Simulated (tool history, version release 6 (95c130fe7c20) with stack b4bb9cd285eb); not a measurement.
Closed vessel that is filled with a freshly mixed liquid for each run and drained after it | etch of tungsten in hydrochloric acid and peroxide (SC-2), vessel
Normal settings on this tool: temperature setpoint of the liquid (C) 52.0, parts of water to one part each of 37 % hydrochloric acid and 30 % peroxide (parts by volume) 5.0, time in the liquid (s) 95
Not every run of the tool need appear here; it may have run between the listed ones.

| run | hour | temperature setpoint of the liquid (C) | parts of water to one part each of 37 % hydrochloric acid and 30 % peroxide (parts by volume) | time in the liquid (s) | wafers since the last listed run | hours since the thermometer was replaced | hours since the chemicals flow meter was replaced | hours since the drum of peroxide was connected | hours since the gauge calibration | read-back film thickness of the tungsten reference wafer, read on the same gauge (nm) | thickness taken off the tungsten on a monitor wafer (nm) |
|---|---|---|---|---|---|---|---|---|---|---|---|
| 1 | 0.0 | 52.0 | 5.0 | 95 | 0 | 1520.8 | 1854.5 | 1412.1 | 61.4 | 80.00 | 48.59 |
| 2 | 33.6 | 52.0 | 5.0 | 95 | 3732 | 1554.4 | 1888.1 | 1445.7 | 95.0 | 80.00 | 48.96 |
| 3 | 52.6 | 52.0 | 5.0 | 95 | 2110 | 1573.4 | 1907.1 | 1464.7 | 114.0 | 80.01 | 48.75 |
| 4 | 71.4 | 55.0 | 5.0 | 125 | 2088 | 1592.2 | 1925.9 | 1483.5 | 132.8 | 80.01 | 79.00 |
| 5 | 83.8 | 52.0 | 5.0 | 55 | 1377 | 1604.6 | 1938.3 | 1495.9 | 145.2 | 79.99 | 28.27 |
|  | 100.9 | thermometer replaced |
| 6 | 102.9 | 52.0 | 5.0 | 55 | 2010 | 2.0 | 1957.4 | 1515.0 | 164.3 | 80.00 | 28.27 |
|  | 113.1 | new drum of peroxide connected |
| 7 | 116.1 | 52.0 | 5.0 | 95 | 1355 | 15.2 | 1970.6 | 3.0 | 177.5 | 80.01 | 49.06 |
| 8 | 130.1 | 52.0 | 5.0 | 95 | 1555 | 29.2 | 1984.6 | 17.0 | 191.5 | 80.01 | 49.33 |
| 9 | 149.8 | 56.0 | 4.0 | 95 | 2188 | 48.9 | 2004.3 | 36.7 | 211.2 | 80.00 | 74.50 |
| 10 | 167.0 | 52.0 | 5.0 | 80 | 1910 | 66.1 | 2021.5 | 53.9 | 228.4 | 79.99 | 41.21 |
|  | 182.6 | gauge calibrated |
|  | 189.4 | chemicals flow meter replaced |
| 11 | 199.1 | 52.0 | 5.0 | 95 | 3454 | 98.2 | 9.7 | 86.0 | 16.5 | 79.98 | 48.89 |
| 12 | 222.6 | 61.5 | 4.0 | 45 | 2610 | 121.7 | 33.2 | 109.5 | 40.0 | 79.99 | 49.45 |
| 13 | 254.9 | 45.0 | 5.0 | 95 | 3587 | 154.0 | 65.5 | 141.8 | 72.3 | 80.00 | 30.67 |
| 14 | 269.9 | 52.0 | 5.0 | 60 | 1666 | 169.0 | 80.5 | 156.8 | 87.3 | 80.01 | 30.78 |
| 15 | 299.4 | 44.0 | 4.0 | 95 | 3276 | 198.5 | 110.0 | 186.3 | 116.8 | 80.00 | 33.43 |
| 16 | 324.3 | 52.0 | 7.0 | 125 | 2765 | 223.4 | 134.9 | 211.2 | 141.7 | 79.99 | 50.38 |

Below are 5 alternative next runs, each starting from the tool's condition after run 16. Predict each:
| A | 325.0 | 42.5 | 5.0 | 95 | 77 | 224.1 | 135.6 | 211.9 | 142.4 | ? | ? |
| B | 325.0 | 42.5 | 4.5 | 140 | 77 | 224.1 | 135.6 | 211.9 | 142.4 | ? | ? |
| C | 325.0 | 55.5 | 4.0 | 95 | 77 | 224.1 | 135.6 | 211.9 | 142.4 | ? | ? |
| D | 325.0 | 48.0 | 5.0 | 95 | 77 | 224.1 | 135.6 | 211.9 | 142.4 | ? | ? |
| E | 325.0 | 42.0 | 4.0 | 60 | 77 | 224.1 | 135.6 | 211.9 | 142.4 | ? | ? |

| run | read-back film thickness of the tungsten reference wafer, read on the same gauge (nm) | thickness taken off the tungsten on a monitor wafer (nm) |
|---|---|---|
| A | 79.99 | 25.81 |
| B | 79.99 | 40.97 |
| C | 79.99 | 72.07 |
| D | 79.99 | 37.66 |
| E | 79.99 | 18.37 |
The same runs, with their run-to-run variation unchanged, on a tool lacking any hidden condition would have given:
| run | thickness taken off the tungsten on a monitor wafer (nm) |
|---|---|
| A | 25.81 |
| B | 40.97 |
| C | 72.07 |
| D | 37.66 |
| E | 18.37 |
